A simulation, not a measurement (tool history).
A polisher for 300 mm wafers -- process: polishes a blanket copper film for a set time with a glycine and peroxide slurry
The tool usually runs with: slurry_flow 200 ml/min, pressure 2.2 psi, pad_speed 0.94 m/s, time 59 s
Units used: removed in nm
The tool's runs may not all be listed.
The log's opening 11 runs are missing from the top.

run,hour,slurry_flow,pressure,pad_speed,time,wafers since the last listed run,wafers polished on this pad,hours since the slurry nozzle was cleaned,hours since the head pressure was calibrated,"incoming thickness of the incoming film, nm",removed
12,134.3,200,2.2,0.94,43,143,1169,372.2,281.2,2060.8,207.2
# hour 138.8: worn pad replaced by a new one
13,148.8,200,2.2,0.94,43,153,145,386.7,295.7,2072,206.6
14,166.7,200,2.2,0.94,59,261,407,404.6,313.6,2077,285.1
15,180.8,200,2.2,0.94,59,205,613,418.7,327.7,2055.2,286.9
16,189.2,235,1.6,0.94,59,122,735,427.1,336.1,2087.8,245.5
17,196.4,200,2.2,0.94,67,105,840,434.3,343.3,2050.4,325.5
18,204.9,200,2.2,1.2,47,124,964,442.8,351.8,2060.6,253.7
# hour 211.2: slurry nozzle cleaned
19,216.3,200,1.9,0.94,59,151,1116,5.1,363.2,2077.9,255.9
20,231.4,200,2.2,0.94,59,220,1337,20.2,378.3,2067.9,289.8
# hour 237.7: worn pad replaced by a new one
21,243.5,200,2.2,0.74,59,118,84,32.3,390.4,2071.7,260.3
# hour 248.1: head pressure recalibrated
22,254,200,2.2,0.94,46,124,208,42.8,5.9,2082.8,222.9
23,271.9,200,2.2,0.94,43,261,470,60.7,23.8,2083.6,202.7
24,289.7,235,2.2,0.7,52,259,729,78.5,41.6,2067.3,227.5
25,302.9,200,2.2,0.94,59,192,922,91.7,54.8,2102.8,284.4
26,320.1,170,2.2,1.24,76,251,1173,108.9,72,2114.9,411.9
27,326.3,200,2.2,0.94,59,90,1264,115.1,78.2,2086,285.4
28,334.5,200,2.2,0.94,59,119,1384,123.3,86.4,2055.1,285.8
# hour 339.3: worn pad replaced by a new one
29,347,200,2.8,0.94,59,124,112,135.8,98.9,2106.1,334
30,359.5,200,2.2,0.94,59,182,295,148.3,111.4,2059.9,279.4

Forecast each of these 4 alternatives for the next run:
A,359.9,200,2.5,0.94,59,5,301,148.7,111.8,2079.2,?
B,359.9,260,2.2,0.94,71,5,301,148.7,111.8,2079.2,?
C,359.9,200,2.2,0.94,51,5,301,148.7,111.8,2079.2,?
D,359.9,200,1.9,1.02,48,5,301,148.7,111.8,2079.2,?

run,removed
A,315
B,362.8
C,252.1
D,226.8
What these runs would have given with no unlogged condition in the tool:
run,removed
A,315
B,362.8
C,252.1
D,226.8
